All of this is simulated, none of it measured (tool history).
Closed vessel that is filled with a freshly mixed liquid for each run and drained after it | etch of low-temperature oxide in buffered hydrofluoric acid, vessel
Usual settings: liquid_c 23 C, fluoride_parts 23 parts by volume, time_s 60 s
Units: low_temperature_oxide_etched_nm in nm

run,day,liquid_c,fluoride_parts,time_s,"read-back film thickness of the low-temperature oxide reference wafer, read on the same gauge (nm)",low_temperature_oxide_etched_nm
1,0,21.5,23,60,89.99,89.96
2,2.925,21.5,23,60,90.02,90.38
3,4.775,20.5,23,60,89.98,85.37
4,6.992,20.5,23,60,90.01,85.53
5,11.933,20.5,23,60,90.01,85.77
6,13.817,23,23,60,90,97.52
7,17.271,23,23,60,90,98.67
8,19.512,23,23,60,90,99.45
9,23.042,23,16,60,90,136.62
10,25.025,23,16,60,90,137.15
# day 28.167: thermometer replaced
# day 30.221: hydrofluoric acid flow meter replaced
11,37.525,23,29.5,60,90.04,80.93
12,39.612,23,29.5,60,90,80.38
13,42.312,23,27,60,89.98,85.88
14,44.1,23,27,60,90,85.46
# day 45.533: gauge calibrated
15,48.292,23,27.5,60,90.01,84.42
16,50.046,23,23,60,90.01,95.77
17,51.796,21.5,23,60,90,88.51
18,53.321,23,23,60,90.02,96.53
19,54.825,27.5,29.5,50,90.03,86.59
20,58.175,24.5,23,75,89.97,129.83
21,60.438,20,23,70,89.98,95.56

Forecast run 22:
22,63.671,23,28,50,?,?

{"run 22": {"read-back film thickness of the low-temperature oxide reference wafer, read on the same gauge (nm)": 90.01, "low_temperature_oxide_etched_nm": 70.11}}
Without the tool's hidden state the same run would have given low_temperature_oxide_etched_nm 68.74 nm.
